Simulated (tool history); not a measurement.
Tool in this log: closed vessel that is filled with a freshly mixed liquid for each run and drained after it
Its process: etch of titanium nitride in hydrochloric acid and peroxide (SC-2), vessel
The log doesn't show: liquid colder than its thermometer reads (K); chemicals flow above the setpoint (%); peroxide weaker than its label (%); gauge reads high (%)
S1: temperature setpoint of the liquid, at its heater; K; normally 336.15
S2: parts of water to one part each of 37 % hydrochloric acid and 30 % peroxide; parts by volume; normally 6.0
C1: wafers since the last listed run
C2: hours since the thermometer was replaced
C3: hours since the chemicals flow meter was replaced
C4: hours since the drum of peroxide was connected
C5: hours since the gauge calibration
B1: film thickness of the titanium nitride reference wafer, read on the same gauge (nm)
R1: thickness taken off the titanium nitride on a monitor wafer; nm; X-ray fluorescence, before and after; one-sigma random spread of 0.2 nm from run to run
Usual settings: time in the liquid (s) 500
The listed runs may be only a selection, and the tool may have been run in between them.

run 1 hour=0.0 | S1=336.15 S2=6.0 time_in_the_liquid_(s)=500 | C1=0 C2=1715.1 C3=800.5 C4=413.9 C5=112.9 | B1=69.97 | R1=30.49
run 2 hour=9.8 | S1=336.15 S2=6.0 time_in_the_liquid_(s)=500 | C1=907 C2=1724.9 C3=810.3 C4=423.7 C5=122.7 | B1=70.01 | R1=30.40
run 3 hour=20.5 | S1=336.15 S2=6.0 time_in_the_liquid_(s)=500 | C1=991 C2=1735.6 C3=821.0 C4=434.4 C5=133.4 | B1=69.99 | R1=30.53
run 4 hour=26.7 | S1=336.15 S2=6.0 time_in_the_liquid_(s)=500 | C1=574 C2=1741.8 C3=827.2 C4=440.6 C5=139.6 | B1=70.01 | R1=30.36
run 5 hour=42.3 | S1=329.65 S2=4.5 time_in_the_liquid_(s)=500 | C1=1444 C2=1757.4 C3=842.8 C4=456.2 C5=155.2 | B1=69.97 | R1=24.66
run 6 hour=50.2 | S1=329.65 S2=4.5 time_in_the_liquid_(s)=500 | C1=731 C2=1765.3 C3=850.7 C4=464.1 C5=163.1 | B1=70.01 | R1=24.88
run 7 hour=69.1 | S1=329.65 S2=4.5 time_in_the_liquid_(s)=500 | C1=1750 C2=1784.2 C3=869.6 C4=483.0 C5=182.0 | B1=70.00 | R1=24.49
-- hour=72.2 gauge calibrated
run 8 hour=75.4 | S1=336.15 S2=6.0 time_in_the_liquid_(s)=500 | C1=583 C2=1790.5 C3=875.9 C4=489.3 C5=3.2 | B1=70.00 | R1=30.25
-- hour=85.0 chemicals flow meter replaced
run 9 hour=92.2 | S1=336.15 S2=6.0 time_in_the_liquid_(s)=500 | C1=1463 C2=1807.3 C3=7.2 C4=506.1 C5=20.0 | B1=69.99 | R1=30.05
run 10 hour=108.9 | S1=341.65 S2=4.5 time_in_the_liquid_(s)=215 | C1=1546 C2=1824.0 C3=23.9 C4=522.8 C5=36.7 | B1=70.01 | R1=22.33
run 11 hour=135.6 | S1=336.15 S2=6.0 time_in_the_liquid_(s)=500 | C1=2473 C2=1850.7 C3=50.6 C4=549.5 C5=63.4 | B1=69.99 | R1=30.12
run 12 hour=144.9 | S1=344.15 S2=4.5 time_in_the_liquid_(s)=300 | C1=861 C2=1860.0 C3=59.9 C4=558.8 C5=72.7 | B1=70.02 | R1=36.09
-- hour=148.9 thermometer replaced
run 13 hour=159.7 | S1=331.65 S2=4.0 time_in_the_liquid_(s)=500 | C1=1278 C2=10.8 C3=74.7 C4=573.6 C5=87.5 | B1=70.02 | R1=35.64
-- hour=170.3 new drum of peroxide connected
run 14 hour=175.8 | S1=336.15 S2=6.0 time_in_the_liquid_(s)=675 | C1=1398 C2=26.9 C3=90.8 C4=5.5 C5=103.6 | B1=69.99 | R1=47.57
run 15 hour=186.1 | S1=336.15 S2=6.0 time_in_the_liquid_(s)=500 | C1=954 C2=37.2 C3=101.1 C4=15.8 C5=113.9 | B1=70.00 | R1=35.36
run 16 hour=197.8 | S1=329.65 S2=4.5 time_in_the_liquid_(s)=500 | C1=1083 C2=48.9 C3=112.8 C4=27.5 C5=125.6 | B1=70.00 | R1=28.81
run 17 hour=213.5 | S1=336.15 S2=4.0 time_in_the_liquid_(s)=500 | C1=1454 C2=64.6 C3=128.5 C4=43.2 C5=141.3 | B1=70.00 | R1=47.15
run 18 hour=231.4 | S1=336.15 S2=9.0 time_in_the_liquid_(s)=500 | C1=1657 C2=82.5 C3=146.4 C4=61.1 C5=159.2 | B1=69.99 | R1=25.85

Branching from run 18: 5 alternative next runs. What would each branch give?
run A hour=232.2 | S1=336.15 S2=6.0 time_in_the_liquid_(s)=500 | C1=74 C2=83.3 C3=147.2 C4=61.9 C5=160.0 | B1=? | R1=?
run B hour=232.2 | S1=336.15 S2=8.5 time_in_the_liquid_(s)=500 | C1=74 C2=83.3 C3=147.2 C4=61.9 C5=160.0 | B1=? | R1=?
run C hour=232.2 | S1=339.65 S2=7.5 time_in_the_liquid_(s)=715 | C1=74 C2=83.3 C3=147.2 C4=61.9 C5=160.0 | B1=? | R1=?
run D hour=232.2 | S1=336.15 S2=5.0 time_in_the_liquid_(s)=500 | C1=74 C2=83.3 C3=147.2 C4=61.9 C5=160.0 | B1=? | R1=?
run E hour=232.2 | S1=328.65 S2=6.0 time_in_the_liquid_(s)=500 | C1=74 C2=83.3 C3=147.2 C4=61.9 C5=160.0 | B1=? | R1=?

run=A B1=69.98 R1=34.84
run=B B1=69.98 R1=26.54
run=C B1=69.98 R1=51.94
run=D B1=69.98 R1=39.81
run=E B1=69.98 R1=21.70
The same runs, with their run-to-run variation unchanged, on a tool lacking any hidden condition would have given:
run=A R1=35.16
run=B R1=26.79
run=C R1=52.41
run=D R1=40.18
run=E R1=21.92

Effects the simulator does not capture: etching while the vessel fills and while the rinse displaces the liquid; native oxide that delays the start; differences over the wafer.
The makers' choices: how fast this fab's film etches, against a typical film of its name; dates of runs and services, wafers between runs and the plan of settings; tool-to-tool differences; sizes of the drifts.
